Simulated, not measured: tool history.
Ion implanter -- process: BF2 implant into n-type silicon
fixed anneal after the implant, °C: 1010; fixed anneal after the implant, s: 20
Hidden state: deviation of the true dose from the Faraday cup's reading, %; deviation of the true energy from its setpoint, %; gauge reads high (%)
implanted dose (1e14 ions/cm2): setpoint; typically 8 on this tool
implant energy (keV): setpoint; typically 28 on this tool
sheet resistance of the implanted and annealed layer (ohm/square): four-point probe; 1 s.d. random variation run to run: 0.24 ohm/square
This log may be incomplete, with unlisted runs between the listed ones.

run,hour,implanted dose (1e14 ions/cm2),implant energy (keV),wafers since the last listed run,hours since the last dose calibration,hours since the extraction supply was calibrated,hours since the gauge calibration,"read-back reference wafer on the same gauge, sheet resistance",sheet resistance of the implanted and annealed layer (ohm/square)
1,0,8,28,0,1531.9,6375.5,105.5,157.95,161.93
2,34.7,8,28,604,1566.6,6410.2,140.2,157.99,162.06
3,49.3,8,28,254,1581.2,6424.8,154.8,157.99,162.34
4,58.1,8,23.5,153,1590,6433.6,163.6,157.94,170.66
5,65.2,8,23.5,123,1597.1,6440.7,170.7,158.04,171.1
6,77.4,8,33,212,1609.3,6452.9,182.9,157.97,155.19
7,93.5,8,33,280,1625.4,6469,199,158.04,155.43
# hour 108.2: extraction supply calibrated
8,134.3,9.49,28,571,1666.2,26.1,239.8,157.98,148.03
9,151.5,6.88,28,299,1683.4,43.3,257,157.95,178.49
10,167.9,6.88,28,285,1699.8,59.7,273.4,158.04,178.66
11,183.3,6.88,28,268,1715.2,75.1,288.8,157.96,178.63
12,191.1,10.39,20,135,1723,82.9,296.6,158.1,160.37
13,202.2,8,19,193,1734.1,94,307.7,157.94,183.04
14,209.3,10.36,23.5,123,1741.2,101.1,314.8,158.05,151.26
# hour 221.9: Faraday cup replaced and dose calibrated
15,222.3,7.32,36.5,87,0.4,114.1,327.8,157.96,155.36
16,237,7.06,28,256,15.1,128.8,342.5,158.02,169.76
17,256,7.32,37,330,34.1,147.8,361.5,157.96,155.06
# hour 263.2: gauge calibrated
18,269.1,9.57,20.5,228,47.2,160.9,5.9,158.03,160.65
19,293.5,8,28,424,71.6,185.3,30.3,158.02,157.27
20,311.2,8,28,308,89.3,203,48,158.04,157.57
21,327.6,8,32,285,105.7,219.4,64.4,157.95,152.01
22,342.7,7.18,36.5,262,120.8,234.5,79.5,158,157.76
23,357.1,6.16,20,250,135.2,248.9,93.9,157.89,202.13

Each row is a separate what-if for the run after 23, all from the same tool condition, not one after another. Results?
A,357.5,8,35.5,6,135.6,249.3,94.3,?,?
B,357.5,8.64,23,6,135.6,249.3,94.3,?,?
C,357.5,8.74,21.5,6,135.6,249.3,94.3,?,?

run,"read-back reference wafer on the same gauge, sheet resistance",sheet resistance of the implanted and annealed layer (ohm/square)
A,157.98,147.56
B,157.98,161.35
C,157.98,164.26
The same runs, with their run-to-run variation unchanged, on a tool lacking any hidden condition would have given:
run,sheet resistance of the implanted and annealed layer (ohm/square)
A,146.85
B,160.79
C,163.72
